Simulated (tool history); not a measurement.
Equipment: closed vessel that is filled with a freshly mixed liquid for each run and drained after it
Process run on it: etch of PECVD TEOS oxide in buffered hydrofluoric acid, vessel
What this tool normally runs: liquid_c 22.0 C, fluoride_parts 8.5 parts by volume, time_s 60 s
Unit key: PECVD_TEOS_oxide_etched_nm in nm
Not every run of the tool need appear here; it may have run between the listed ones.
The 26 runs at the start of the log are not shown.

run	day	liquid_c	fluoride_parts	time_s	wafers since the last listed run	hours since the thermometer was replaced	hours since the hydrofluoric acid flow meter was replaced	hours since the gauge calibration	read-back film thickness of the PECVD TEOS oxide reference wafer, read on the same gauge (nm)	PECVD_TEOS_oxide_etched_nm
27	90.388	27.0	8.5	60	12553	935.5	1136.2	1671.8	130.01	99.62
28	93.946	22.0	8.5	60	11284	1020.9	1221.6	1757.2	130.00	75.92
29	97.304	19.0	8.5	70	10650	1101.5	1302.2	1837.8	130.00	74.40
30	100.600	22.0	5.0	60	10452	1180.6	1381.3	1916.9	130.01	124.73
31	104.512	22.0	8.5	60	12408	1274.5	1475.2	2010.8	130.03	75.48
# day 105.242: thermometer replaced
32	107.671	22.0	10.5	60	9884	58.3	1551.0	2086.6	129.99	63.38
33	109.388	22.0	8.5	60	5444	99.5	1592.2	2127.8	130.02	75.89
# day 109.671: gauge calibrated
34	113.129	22.0	8.5	80	11866	189.3	1682.0	83.0	130.01	99.85

Forecast each of these 3 alternatives for the next run:
A	113.158	24.0	8.5	60	92	190.0	1682.7	83.7	?	?
B	113.158	22.0	7.0	75	92	190.0	1682.7	83.7	?	?
C	113.158	24.5	8.5	60	92	190.0	1682.7	83.7	?	?

run	read-back film thickness of the PECVD TEOS oxide reference wafer, read on the same gauge (nm)	PECVD_TEOS_oxide_etched_nm
A	130.02	83.57
B	130.02	115.50
C	130.02	85.87
Had the tool no hidden state, the same runs would have come out as:
run	PECVD_TEOS_oxide_etched_nm
A	86.59
B	119.66
C	88.98

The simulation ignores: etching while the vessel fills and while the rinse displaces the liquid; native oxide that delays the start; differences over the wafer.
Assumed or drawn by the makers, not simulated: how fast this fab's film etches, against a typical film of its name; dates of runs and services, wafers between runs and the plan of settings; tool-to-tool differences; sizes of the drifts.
